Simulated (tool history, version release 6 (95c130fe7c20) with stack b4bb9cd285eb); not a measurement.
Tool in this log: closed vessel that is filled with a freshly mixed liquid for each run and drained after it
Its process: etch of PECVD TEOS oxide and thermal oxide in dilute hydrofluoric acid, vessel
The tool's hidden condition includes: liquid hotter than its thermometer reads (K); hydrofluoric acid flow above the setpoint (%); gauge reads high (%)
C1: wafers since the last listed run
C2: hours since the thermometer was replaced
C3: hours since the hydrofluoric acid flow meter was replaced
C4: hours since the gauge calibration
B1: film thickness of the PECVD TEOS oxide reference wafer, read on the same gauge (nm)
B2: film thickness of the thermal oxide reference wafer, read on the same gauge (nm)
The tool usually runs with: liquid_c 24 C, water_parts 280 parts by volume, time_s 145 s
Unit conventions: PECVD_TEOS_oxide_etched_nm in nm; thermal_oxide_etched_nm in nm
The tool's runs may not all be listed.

run 1 day=0 | liquid_c=24 water_parts=280 time_s=115 | C1=0 C2=280.3 C3=1807.8 C4=1499.5 | B1=40.03 B2=59.982 | PECVD_TEOS_oxide_etched_nm=5.93 thermal_oxide_etched_nm=1.754
run 2 day=3.058 | liquid_c=21.5 water_parts=280 time_s=145 | C1=9466 C2=353.7 C3=1881.2 C4=1572.9 | B1=40.02 B2=60.024 | PECVD_TEOS_oxide_etched_nm=7 thermal_oxide_etched_nm=2.025
run 3 day=6.404 | liquid_c=24 water_parts=280 time_s=130 | C1=10356 C2=434 C3=1961.5 C4=1653.2 | B1=40.02 B2=60.015 | PECVD_TEOS_oxide_etched_nm=6.84 thermal_oxide_etched_nm=2.039
run 4 day=10.833 | liquid_c=24 water_parts=280 time_s=130 | C1=13710 C2=540.3 C3=2067.8 C4=1759.5 | B1=39.93 B2=60.011 | PECVD_TEOS_oxide_etched_nm=6.9 thermal_oxide_etched_nm=1.98
run 5 day=12.688 | liquid_c=19 water_parts=335 time_s=75 | C1=5739 C2=584.8 C3=2112.3 C4=1804 | B1=40.01 B2=59.998 | PECVD_TEOS_oxide_etched_nm=2.68 thermal_oxide_etched_nm=0.761
run 6 day=14.8 | liquid_c=24 water_parts=280 time_s=65 | C1=6539 C2=635.5 C3=2163 C4=1854.7 | B1=40.01 B2=60.001 | PECVD_TEOS_oxide_etched_nm=3.52 thermal_oxide_etched_nm=1.03
-- day=17.996 thermometer replaced
-- day=21.967 hydrofluoric acid flow meter replaced
run 7 day=24.879 | liquid_c=24 water_parts=280 time_s=90 | C1=30941 C2=165.2 C3=69.9 C4=2096.6 | B1=40 B2=60.003 | PECVD_TEOS_oxide_etched_nm=4.45 thermal_oxide_etched_nm=1.305
run 8 day=27.6 | liquid_c=24 water_parts=280 time_s=145 | C1=8422 C2=230.5 C3=135.2 C4=2161.9 | B1=39.97 B2=59.974 | PECVD_TEOS_oxide_etched_nm=7.3 thermal_oxide_etched_nm=2.167
run 9 day=31.712 | liquid_c=24 water_parts=280 time_s=145 | C1=12730 C2=329.2 C3=233.9 C4=2260.6 | B1=39.99 B2=59.989 | PECVD_TEOS_oxide_etched_nm=7.35 thermal_oxide_etched_nm=2.233
run 10 day=33.221 | liquid_c=24 water_parts=280 time_s=145 | C1=4668 C2=365.4 C3=270.1 C4=2296.8 | B1=40.06 B2=60.009 | PECVD_TEOS_oxide_etched_nm=7.37 thermal_oxide_etched_nm=2.109
run 11 day=35.562 | liquid_c=24 water_parts=235 time_s=175 | C1=7248 C2=421.6 C3=326.3 C4=2353 | B1=39.95 B2=59.969 | PECVD_TEOS_oxide_etched_nm=11.23 thermal_oxide_etched_nm=3.316
run 12 day=38.717 | liquid_c=21 water_parts=335 time_s=145 | C1=9763 C2=497.3 C3=402 C4=2428.7 | B1=39.99 B2=60.004 | PECVD_TEOS_oxide_etched_nm=5.36 thermal_oxide_etched_nm=1.589
run 13 day=41.788 | liquid_c=20.5 water_parts=330 time_s=170 | C1=9505 C2=571 C3=475.7 C4=2502.4 | B1=40.01 B2=59.985 | PECVD_TEOS_oxide_etched_nm=6.39 thermal_oxide_etched_nm=1.881
-- day=44.129 thermometer replaced
run 14 day=45.229 | liquid_c=24 water_parts=280 time_s=195 | C1=10524 C2=26.4 C3=558.3 C4=2585 | B1=40.02 B2=59.969 | PECVD_TEOS_oxide_etched_nm=9.74 thermal_oxide_etched_nm=2.858
run 15 day=48.383 | liquid_c=27.5 water_parts=335 time_s=220 | C1=9763 C2=102.1 C3=634 C4=2660.7 | B1=40.01 B2=60.011 | PECVD_TEOS_oxide_etched_nm=9.87 thermal_oxide_etched_nm=2.83
-- day=50.708 gauge calibrated
run 16 day=52.675 | liquid_c=24 water_parts=280 time_s=130 | C1=13284 C2=205.1 C3=737 C4=47.2 | B1=39.99 B2=59.993 | PECVD_TEOS_oxide_etched_nm=6.61 thermal_oxide_etched_nm=1.962
run 17 day=55.975 | liquid_c=24 water_parts=410 time_s=145 | C1=10215 C2=284.3 C3=816.2 C4=126.4 | B1=40.01 B2=60.031 | PECVD_TEOS_oxide_etched_nm=4.51 thermal_oxide_etched_nm=1.282
run 18 day=58.05 | liquid_c=20 water_parts=325 time_s=70 | C1=6423 C2=334.1 C3=866 C4=176.2 | B1=40.02 B2=59.974 | PECVD_TEOS_oxide_etched_nm=2.6 thermal_oxide_etched_nm=0.766
run 19 day=62.054 | liquid_c=24 water_parts=280 time_s=145 | C1=12394 C2=430.2 C3=962.1 C4=272.3 | B1=39.97 B2=59.982 | PECVD_TEOS_oxide_etched_nm=7.53 thermal_oxide_etched_nm=2.15
run 20 day=64.071 | liquid_c=24 water_parts=280 time_s=230 | C1=6242 C2=478.6 C3=1010.5 C4=320.7 | B1=39.94 B2=60.004 | PECVD_TEOS_oxide_etched_nm=12.08 thermal_oxide_etched_nm=3.529
-- day=68.071 thermometer replaced
run 21 day=68.492 | liquid_c=19 water_parts=400 time_s=145 | C1=13555 C2=10.1 C3=1116.6 C4=426.8 | B1=40 B2=60.008 | PECVD_TEOS_oxide_etched_nm=3.85 thermal_oxide_etched_nm=1.108
run 22 day=70.067 | liquid_c=24 water_parts=280 time_s=145 | C1=4875 C2=47.9 C3=1154.4 C4=464.6 | B1=39.99 B2=59.98 | PECVD_TEOS_oxide_etched_nm=7.31 thermal_oxide_etched_nm=2.08
run 23 day=73.954 | liquid_c=20 water_parts=280 time_s=100 | C1=12033 C2=141.2 C3=1247.7 C4=557.9 | B1=40 B2=59.969 | PECVD_TEOS_oxide_etched_nm=4.38 thermal_oxide_etched_nm=1.309
run 24 day=76.742 | liquid_c=24 water_parts=325 time_s=145 | C1=8628 C2=208.1 C3=1314.6 C4=624.8 | B1=40.02 B2=60.021 | PECVD_TEOS_oxide_etched_nm=6.1 thermal_oxide_etched_nm=1.766
run 25 day=87.367 | liquid_c=26.5 water_parts=400 time_s=220 | C1=32889 C2=463.1 C3=1569.6 C4=879.8 | B1=39.93 B2=60.008 | PECVD_TEOS_oxide_etched_nm=7.78 thermal_oxide_etched_nm=2.292

Here are 5 independent what-if runs from the current tool condition. What would each one return?
run A day=87.396 | liquid_c=24 water_parts=280 time_s=145 | C1=90 C2=463.8 C3=1570.3 C4=880.5 | B1=? B2=? | PECVD_TEOS_oxide_etched_nm=? thermal_oxide_etched_nm=?
run B day=87.396 | liquid_c=24 water_parts=170 time_s=145 | C1=90 C2=463.8 C3=1570.3 C4=880.5 | B1=? B2=? | PECVD_TEOS_oxide_etched_nm=? thermal_oxide_etched_nm=?
run C day=87.396 | liquid_c=22.5 water_parts=405 time_s=85 | C1=90 C2=463.8 C3=1570.3 C4=880.5 | B1=? B2=? | PECVD_TEOS_oxide_etched_nm=? thermal_oxide_etched_nm=?
run D day=87.396 | liquid_c=24 water_parts=280 time_s=220 | C1=90 C2=463.8 C3=1570.3 C4=880.5 | B1=? B2=? | PECVD_TEOS_oxide_etched_nm=? thermal_oxide_etched_nm=?
run E day=87.396 | liquid_c=26.5 water_parts=280 time_s=220 | C1=90 C2=463.8 C3=1570.3 C4=880.5 | B1=? B2=? | PECVD_TEOS_oxide_etched_nm=? thermal_oxide_etched_nm=?

run=A B1=40.06 B2=60.031 PECVD_TEOS_oxide_etched_nm=7.58 thermal_oxide_etched_nm=2.183
run=B B1=40.06 B2=60.031 PECVD_TEOS_oxide_etched_nm=14.03 thermal_oxide_etched_nm=4.04
run=C B1=40.06 B2=60.031 PECVD_TEOS_oxide_etched_nm=2.6 thermal_oxide_etched_nm=0.748
run=D B1=40.06 B2=60.031 PECVD_TEOS_oxide_etched_nm=11.5 thermal_oxide_etched_nm=3.312
run=E B1=40.06 B2=60.031 PECVD_TEOS_oxide_etched_nm=12.53 thermal_oxide_etched_nm=3.607
What these runs would have given with no unlogged condition in the tool:
run=A PECVD_TEOS_oxide_etched_nm=7.08 thermal_oxide_etched_nm=2.038
run=B PECVD_TEOS_oxide_etched_nm=13.08 thermal_oxide_etched_nm=3.766
run=C PECVD_TEOS_oxide_etched_nm=2.43 thermal_oxide_etched_nm=0.699
run=D PECVD_TEOS_oxide_etched_nm=10.74 thermal_oxide_etched_nm=3.091
run=E PECVD_TEOS_oxide_etched_nm=11.71 thermal_oxide_etched_nm=3.371

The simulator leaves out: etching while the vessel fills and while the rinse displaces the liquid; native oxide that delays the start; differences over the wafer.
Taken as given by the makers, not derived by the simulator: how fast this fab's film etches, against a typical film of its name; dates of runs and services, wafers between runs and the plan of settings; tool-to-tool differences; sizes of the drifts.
